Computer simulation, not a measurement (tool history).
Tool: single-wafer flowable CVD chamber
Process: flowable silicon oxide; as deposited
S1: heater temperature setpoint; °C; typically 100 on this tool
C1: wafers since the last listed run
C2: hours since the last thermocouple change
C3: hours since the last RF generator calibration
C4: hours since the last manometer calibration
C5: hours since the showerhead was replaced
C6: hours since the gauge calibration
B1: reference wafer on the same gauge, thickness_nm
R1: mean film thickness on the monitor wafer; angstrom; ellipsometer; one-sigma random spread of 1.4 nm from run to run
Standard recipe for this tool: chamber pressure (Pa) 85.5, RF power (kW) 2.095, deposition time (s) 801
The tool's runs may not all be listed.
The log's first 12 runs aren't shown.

run 13 day=5.554 | S1=100 chamber_pressure_(Pa)=79.2 RF_power_(kW)=2.095 deposition_time_(s)=801 | C1=24 C2=854.5 C3=1408.2 C4=121.7 C5=141.1 C6=87.9 | B1=450.760 | R1=3624.21
run 14 day=6.167 | S1=100 chamber_pressure_(Pa)=85.5 RF_power_(kW)=2.095 deposition_time_(s)=801 | C1=49 C2=869.2 C3=1422.9 C4=136.4 C5=155.8 C6=102.6 | B1=451.547 | R1=3917.15
run 15 day=6.746 | S1=100 chamber_pressure_(Pa)=98.1 RF_power_(kW)=2.095 deposition_time_(s)=913 | C1=47 C2=883.1 C3=1436.8 C4=150.3 C5=169.7 C6=116.5 | B1=451.667 | R1=5173.35
-- day=7.267 thermocouple changed; heater temperature recalibrated
run 16 day=7.288 | S1=86 chamber_pressure_(Pa)=85.5 RF_power_(kW)=2.095 deposition_time_(s)=801 | C1=16 C2=0.5 C3=1449.8 C4=163.3 C5=182.7 C6=129.5 | B1=450.930 | R1=6551.82
run 17 day=7.671 | S1=88 chamber_pressure_(Pa)=66.8 RF_power_(kW)=2.295 deposition_time_(s)=801 | C1=31 C2=9.7 C3=1459.0 C4=172.5 C5=191.9 C6=138.7 | B1=450.405 | R1=4870.93
run 18 day=8.050 | S1=93 chamber_pressure_(Pa)=80.0 RF_power_(kW)=2.380 deposition_time_(s)=689 | C1=30 C2=18.8 C3=1468.1 C4=181.6 C5=201.0 C6=147.8 | B1=451.770 | R1=4216.97
run 19 day=8.408 | S1=92 chamber_pressure_(Pa)=67.9 RF_power_(kW)=1.885 deposition_time_(s)=915 | C1=29 C2=27.4 C3=1476.7 C4=190.2 C5=209.6 C6=156.4 | B1=451.359 | R1=4768.29
-- day=8.779 RF generator calibrated
run 20 day=9.133 | S1=113 chamber_pressure_(Pa)=85.5 RF_power_(kW)=2.095 deposition_time_(s)=801 | C1=31 C2=44.8 C3=8.5 C4=207.6 C5=227.0 C6=173.8 | B1=451.684 | R1=2437.70
run 21 day=9.675 | S1=100 chamber_pressure_(Pa)=85.5 RF_power_(kW)=2.095 deposition_time_(s)=801 | C1=44 C2=57.8 C3=21.5 C4=220.6 C5=240.0 C6=186.8 | B1=451.521 | R1=3956.42
run 22 day=10.221 | S1=100 chamber_pressure_(Pa)=85.5 RF_power_(kW)=1.755 deposition_time_(s)=704 | C1=44 C2=70.9 C3=34.6 C4=233.7 C5=253.1 C6=199.9 | B1=451.029 | R1=3326.53
run 23 day=10.658 | S1=100 chamber_pressure_(Pa)=85.5 RF_power_(kW)=2.405 deposition_time_(s)=801 | C1=35 C2=81.4 C3=45.1 C4=244.2 C5=263.6 C6=210.4 | B1=451.268 | R1=4061.70
run 24 day=11.308 | S1=100 chamber_pressure_(Pa)=85.5 RF_power_(kW)=2.095 deposition_time_(s)=801 | C1=52 C2=97.0 C3=60.7 C4=259.8 C5=279.2 C6=226.0 | B1=451.096 | R1=3977.66
run 25 day=11.671 | S1=100 chamber_pressure_(Pa)=105.6 RF_power_(kW)=2.095 deposition_time_(s)=848 | C1=29 C2=105.7 C3=69.4 C4=268.5 C5=287.9 C6=234.7 | B1=451.215 | R1=5231.97
run 26 day=13.883 | S1=100 chamber_pressure_(Pa)=68.1 RF_power_(kW)=2.500 deposition_time_(s)=801 | C1=180 C2=158.8 C3=122.5 C4=321.6 C5=341.0 C6=287.8 | B1=451.587 | R1=3273.39
run 27 day=14.446 | S1=111 chamber_pressure_(Pa)=99.1 RF_power_(kW)=1.970 deposition_time_(s)=673 | C1=45 C2=172.3 C3=136.0 C4=335.1 C5=354.5 C6=301.3 | B1=450.565 | R1=2543.07
run 28 day=14.946 | S1=111 chamber_pressure_(Pa)=99.1 RF_power_(kW)=1.970 deposition_time_(s)=673 | C1=40 C2=184.3 C3=148.0 C4=347.1 C5=366.5 C6=313.3 | B1=450.538 | R1=2553.90
run 29 day=15.371 | S1=88 chamber_pressure_(Pa)=75.5 RF_power_(kW)=2.445 deposition_time_(s)=916 | C1=34 C2=194.5 C3=158.2 C4=357.3 C5=376.7 C6=323.5 | B1=451.093 | R1=6467.90
run 30 day=15.654 | S1=88 chamber_pressure_(Pa)=66.8 RF_power_(kW)=2.295 deposition_time_(s)=801 | C1=23 C2=201.3 C3=165.0 C4=364.1 C5=383.5 C6=330.3 | B1=450.522 | R1=4945.88

3 options for the next run, each taken on its own from the tool as it stands now. Forecast them:
run A day=15.679 | S1=96 chamber_pressure_(Pa)=85.5 RF_power_(kW)=2.095 deposition_time_(s)=801 | C1=2 C2=201.9 C3=165.6 C4=364.7 C5=384.1 C6=330.9 | B1=? | R1=?
run B day=15.679 | S1=95 chamber_pressure_(Pa)=104.9 RF_power_(kW)=2.095 deposition_time_(s)=801 | C1=2 C2=201.9 C3=165.6 C4=364.7 C5=384.1 C6=330.9 | B1=? | R1=?
run C day=15.679 | S1=100 chamber_pressure_(Pa)=85.5 RF_power_(kW)=1.830 deposition_time_(s)=884 | C1=2 C2=201.9 C3=165.6 C4=364.7 C5=384.1 C6=330.9 | B1=? | R1=?

run=A B1=449.890 R1=4672.83
run=B B1=449.890 R1=5975.58
run=C B1=449.890 R1=4308.16
Stripped of hidden state, with their random variation kept, the same runs would have yielded:
run=A R1=4496.24
run=B R1=5757.13
run=C R1=4145.36

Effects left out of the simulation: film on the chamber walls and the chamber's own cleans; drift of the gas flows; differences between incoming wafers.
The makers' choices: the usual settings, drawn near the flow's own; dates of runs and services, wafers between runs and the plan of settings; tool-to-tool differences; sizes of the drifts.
